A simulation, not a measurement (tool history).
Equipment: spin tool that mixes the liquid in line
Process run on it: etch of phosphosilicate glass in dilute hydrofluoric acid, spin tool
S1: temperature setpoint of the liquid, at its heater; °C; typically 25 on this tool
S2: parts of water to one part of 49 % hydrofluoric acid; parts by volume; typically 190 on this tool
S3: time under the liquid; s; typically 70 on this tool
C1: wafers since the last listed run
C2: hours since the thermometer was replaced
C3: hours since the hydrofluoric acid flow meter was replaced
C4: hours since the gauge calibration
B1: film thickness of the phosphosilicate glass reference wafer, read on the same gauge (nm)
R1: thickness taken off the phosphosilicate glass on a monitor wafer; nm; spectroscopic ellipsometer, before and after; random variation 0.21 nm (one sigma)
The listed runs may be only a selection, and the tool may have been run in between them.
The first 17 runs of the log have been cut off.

{"run": 18, "hour": 217.3, "S1": 25, "S2": 125, "S3": 70, "C1": 196, "C2": 1892.5, "C3": 2255.3, "C4": 487.8, "B1": 60, "R1": 61.11}
{"run": 19, "hour": 225.2, "S1": 22, "S2": 190, "S3": 40, "C1": 112, "C2": 1900.4, "C3": 2263.2, "C4": 495.7, "B1": 60, "R1": 18.84}
{"hour": 235.3, "done": "thermometer replaced"}
{"run": 20, "hour": 239.8, "S1": 28, "S2": 260, "S3": 55, "C1": 193, "C2": 4.5, "C3": 2277.8, "C4": 510.3, "B1": 59.99, "R1": 23.45}
{"run": 21, "hour": 249.0, "S1": 25, "S2": 110, "S3": 70, "C1": 130, "C2": 13.7, "C3": 2287, "C4": 519.5, "B1": 59.99, "R1": 76.8}
{"hour": 255.4, "done": "gauge calibrated"}
{"run": 22, "hour": 265.9, "S1": 22.5, "S2": 215, "S3": 45, "C1": 240, "C2": 30.6, "C3": 2303.9, "C4": 10.5, "B1": 60, "R1": 20.08}
{"run": 23, "hour": 282.6, "S1": 25, "S2": 190, "S3": 100, "C1": 237, "C2": 47.3, "C3": 2320.6, "C4": 27.2, "B1": 60, "R1": 56.36}
{"hour": 292.0, "done": "hydrofluoric acid flow meter replaced"}
{"run": 24, "hour": 292.4, "S1": 22, "S2": 190, "S3": 105, "C1": 125, "C2": 57.1, "C3": 0.4, "C4": 37, "B1": 60.05, "R1": 63.97}
{"run": 25, "hour": 305.8, "S1": 25, "S2": 140, "S3": 70, "C1": 190, "C2": 70.5, "C3": 13.8, "C4": 50.4, "B1": 59.99, "R1": 69.33}
{"run": 26, "hour": 319.7, "S1": 25, "S2": 110, "S3": 70, "C1": 197, "C2": 84.4, "C3": 27.7, "C4": 64.3, "B1": 59.99, "R1": 90.76}
{"run": 27, "hour": 336.9, "S1": 27, "S2": 190, "S3": 50, "C1": 244, "C2": 101.6, "C3": 44.9, "C4": 81.5, "B1": 60.02, "R1": 36.95}

For run 28, what comes out?
{"run": 28, "hour": 353.0, "S1": 23, "S2": 160, "S3": 95, "C1": 229, "C2": 117.7, "C3": 61, "C4": 97.6, "B1": "?", "R1": "?"}

{"run 28": {"B1": 60.04, "R1": 74.13}}
Without the tool's hidden state the same run would have given R1 74.99 nm.
